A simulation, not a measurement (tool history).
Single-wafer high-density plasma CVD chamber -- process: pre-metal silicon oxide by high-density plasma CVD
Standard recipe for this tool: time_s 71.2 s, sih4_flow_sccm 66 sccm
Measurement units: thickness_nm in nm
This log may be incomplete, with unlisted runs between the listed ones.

run	hour	time_s	sih4_flow_sccm	wafers since the last listed run	hours since the silane flow controller was replaced	hours since the gauge calibration	read-back reference wafer on the same gauge, thickness_nm	thickness_nm
1	0.0	63.1	66	0	3111.8	1693.1	514.214	431.145
2	26.0	63.6	74	583	3137.8	1719.1	513.758	486.773
3	65.2	63.6	74	880	3177.0	1758.3	513.468	484.839
4	90.2	71.2	60	561	3202.0	1783.3	514.170	441.020
5	148.8	71.2	60	1316	3260.6	1841.9	513.980	442.235
6	199.8	71.2	66	1145	3311.6	1892.9	513.481	486.415
# hour 225.0: gauge calibrated
7	249.0	71.2	66	1105	3360.8	24.0	514.209	486.040
8	300.0	71.2	66	1145	3411.8	75.0	513.895	484.651
9	346.3	71.2	57	1039	3458.1	121.3	514.025	418.169
10	414.0	71.2	57	1520	3525.8	189.0	514.090	417.787
11	440.6	60.8	60	597	3552.4	215.6	513.994	374.620
12	485.3	71.2	66	1003	3597.1	260.3	513.444	483.413
13	555.9	71.2	66	1585	3667.7	330.9	513.867	480.979
14	619.9	71.2	66	1437	3731.7	394.9	513.943	483.837
15	675.3	71.2	69	1244	3787.1	450.3	513.825	504.921
16	744.6	71.2	66	1556	3856.4	519.6	514.055	484.219
17	795.6	71.2	66	1145	3907.4	570.6	514.157	488.980
# hour 908.0: silane flow controller replaced
18	984.4	60.7	77	4060	76.4	759.4	514.619	460.143
19	1030.1	81.7	66	1026	122.1	805.1	513.541	530.198
20	1068.3	68.0	66	857	160.3	843.3	514.214	440.939
21	1097.0	68.0	66	644	189.0	872.0	514.198	441.422
22	1158.2	66.7	66	1374	250.2	933.2	514.160	438.602
23	1229.6	66.7	66	1603	321.6	1004.6	514.109	437.860
24	1297.1	71.2	66	1516	389.1	1072.1	514.281	462.841
25	1330.6	58.5	53	752	422.6	1105.6	513.908	308.569
26	1362.7	71.2	75	720	454.7	1137.7	514.036	529.382
27	1490.5	71.2	78	2870	582.5	1265.5	513.750	554.684
28	1553.4	71.2	66	1412	645.4	1328.4	513.999	465.850
29	1586.8	67.5	56	750	678.8	1361.8	514.241	378.007
30	1655.4	71.2	62	1540	747.4	1430.4	513.995	440.347
31	1711.9	76.6	58	1268	803.9	1486.9	513.601	447.390
32	1777.4	79.9	57	1471	869.4	1552.4	513.872	458.500
33	1832.1	59.2	66	1228	924.1	1607.1	513.541	392.883
# hour 1846.2: gauge calibrated
34	1887.1	59.4	56	1235	979.1	40.9	513.711	334.647
35	1927.6	58.2	66	909	1019.6	81.4	514.144	385.556
36	1982.5	65.5	74	1233	1074.5	136.3	514.387	489.403
37	2007.5	84.6	72	561	1099.5	161.3	514.017	614.983
38	2153.4	58.3	66	3276	1245.4	307.2	513.912	388.340
39	2189.5	80.0	77	810	1281.5	343.3	513.925	623.362
40	2228.5	84.6	56	875	1320.5	382.3	513.561	481.285
41	2284.2	66.9	75	1250	1376.2	438.0	514.198	507.827
42	2347.7	78.4	79	1426	1439.7	501.5	514.218	625.350
43	2379.8	84.2	56	720	1471.8	533.6	513.978	477.731
44	2430.5	79.1	55	1138	1522.5	584.3	514.084	442.613
45	2470.9	58.2	66	907	1562.9	624.7	514.133	389.878
46	2541.5	83.8	66	1585	1633.5	695.3	514.570	562.948
47	2581.7	71.2	66	902	1673.7	735.5	514.119	478.959

Alternative continuations, all from the tool just after run 47; predict every row:
A	2582.1	65.5	66	8	1674.1	735.9	?	?
B	2582.1	84.6	77	8	1674.1	735.9	?	?
C	2582.1	85.2	75	8	1674.1	735.9	?	?

run	read-back reference wafer on the same gauge, thickness_nm	thickness_nm
A	513.915	438.950
B	513.915	661.441
C	513.915	648.830
With no hidden state in the tool, these same runs would have given:
run	thickness_nm
A	426.381
B	642.501
C	630.251

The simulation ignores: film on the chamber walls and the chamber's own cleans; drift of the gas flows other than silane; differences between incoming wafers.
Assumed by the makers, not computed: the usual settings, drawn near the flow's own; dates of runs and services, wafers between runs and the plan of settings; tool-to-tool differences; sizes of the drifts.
